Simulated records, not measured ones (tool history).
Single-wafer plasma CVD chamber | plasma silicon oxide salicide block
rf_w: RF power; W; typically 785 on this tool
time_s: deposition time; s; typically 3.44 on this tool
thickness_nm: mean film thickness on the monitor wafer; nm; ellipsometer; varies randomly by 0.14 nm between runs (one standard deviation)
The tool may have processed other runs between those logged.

run	hour	rf_w	time_s	wafers since the last listed run	hours since the last RF generator calibration	hours since the showerhead was replaced	hours since the gauge calibration	read-back reference wafer on the same gauge, thickness_nm	thickness_nm
1	0.0	785	3.44	0	1306.0	2592.8	216.4	30.673	36.719
2	27.6	785	3.44	1240	1333.6	2620.4	244.0	30.723	36.411
3	59.1	785	3.44	1415	1365.1	2651.9	275.5	30.715	36.533
4	84.5	785	3.44	1141	1390.5	2677.3	300.9	30.703	36.602
5	137.4	825	3.29	2377	1443.4	2730.2	353.8	30.687	35.685
6	176.0	825	3.29	1735	1482.0	2768.8	392.4	30.684	35.651
7	204.7	785	3.79	1290	1510.7	2797.5	421.1	30.695	40.523
8	238.9	785	3.84	1537	1544.9	2831.7	455.3	30.682	40.739
9	280.0	785	3.84	1847	1586.0	2872.8	496.4	30.725	40.487
10	328.5	785	3.84	2180	1634.5	2921.3	544.9	30.658	40.605
11	390.6	785	3.44	2791	1696.6	2983.4	607.0	30.710	36.338
12	439.6	785	3.44	2202	1745.6	3032.4	656.0	30.660	36.319
13	500.2	825	3.84	2724	1806.2	3093.0	716.6	30.702	41.355
14	531.0	910	2.84	1384	1837.0	3123.8	747.4	30.721	31.928
15	560.1	785	2.90	1308	1866.1	3152.9	776.5	30.677	30.529
16	617.5	740	3.62	2580	1923.5	3210.3	833.9	30.683	37.142
17	668.8	785	3.44	2306	1974.8	3261.6	885.2	30.703	36.479
# hour 723.1: showerhead replaced
18	723.6	830	3.15	2103	2029.6	0.5	940.0	30.725	33.797
# hour 759.7: RF generator calibrated
19	763.8	630	4.04	1447	4.1	40.7	980.2	30.701	39.486
# hour 772.4: gauge calibrated
20	831.9	900	3.23	3061	72.2	108.8	59.5	30.692	37.177
21	872.0	785	3.44	1802	112.3	148.9	99.6	30.670	37.270
22	904.6	785	3.81	1465	144.9	181.5	132.2	30.650	41.365
23	934.8	650	2.75	1357	175.1	211.7	162.4	30.711	27.305
24	995.3	785	3.44	2719	235.6	272.2	222.9	30.716	37.393

Alternative continuations, all from the tool just after run 24; predict every row:
A	995.7	785	3.44	17	236.0	272.6	223.3	?	?
B	995.7	825	2.80	17	236.0	272.6	223.3	?	?
C	995.7	785	3.10	17	236.0	272.6	223.3	?	?

run	read-back reference wafer on the same gauge, thickness_nm	thickness_nm
A	30.695	37.047
B	30.695	30.825
C	30.695	33.386
Take away the tool's hidden state, keep each run's random variation, and the runs would have read:
run	thickness_nm
A	37.285
B	31.023
C	33.600

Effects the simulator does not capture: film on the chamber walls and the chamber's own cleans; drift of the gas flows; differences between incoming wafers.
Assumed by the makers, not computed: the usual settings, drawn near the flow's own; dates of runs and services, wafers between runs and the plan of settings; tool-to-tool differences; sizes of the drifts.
